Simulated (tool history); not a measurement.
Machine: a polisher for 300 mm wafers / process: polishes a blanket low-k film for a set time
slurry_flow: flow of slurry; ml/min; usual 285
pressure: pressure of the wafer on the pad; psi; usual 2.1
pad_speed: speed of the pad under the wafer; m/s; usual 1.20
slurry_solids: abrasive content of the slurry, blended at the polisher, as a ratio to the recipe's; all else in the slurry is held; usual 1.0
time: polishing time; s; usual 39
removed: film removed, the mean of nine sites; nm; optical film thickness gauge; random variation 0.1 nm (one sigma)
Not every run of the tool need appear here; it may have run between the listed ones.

run	hour	slurry_flow	pressure	pad_speed	slurry_solids	time	incoming thickness of the incoming film, nm	removed
1	0.0	285	1.7	1.20	1.0	39	745.5	12.9
2	12.1	285	1.7	1.20	1.0	39	761.0	12.7
3	18.6	285	2.1	1.20	1.0	29	758.9	11.8
# hour 30.9: worn pad replaced by a new one
4	31.4	285	2.1	1.20	1.0	29	752.1	11.6
5	40.3	285	2.1	1.20	1.0	30	752.0	12.1
6	52.4	285	2.1	1.20	1.0	30	767.1	12.2
7	61.6	285	2.1	1.20	1.0	30	771.1	12.1
# hour 72.7: worn pad replaced by a new one
8	77.4	330	2.1	1.20	1.0	39	761.0	15.7
9	84.2	330	2.1	1.20	1.0	39	759.5	15.6
10	94.2	285	2.1	1.20	1.0	29	769.6	11.7
# hour 103.6: slurry nozzle cleaned
11	110.8	285	1.5	1.36	1.3	35	761.7	11.8

Run 12 is up next; what results do you expect?
# hour 115.7: head pressure recalibrated
# hour 115.9: worn pad replaced by a new one
12	125.4	285	2.1	1.20	1.0	46	761.2	?

{"run 12": {"removed": 19.5}}
On a tool with no hidden condition, and with the same random variation, this run would have come out at removed 19.7 nm.
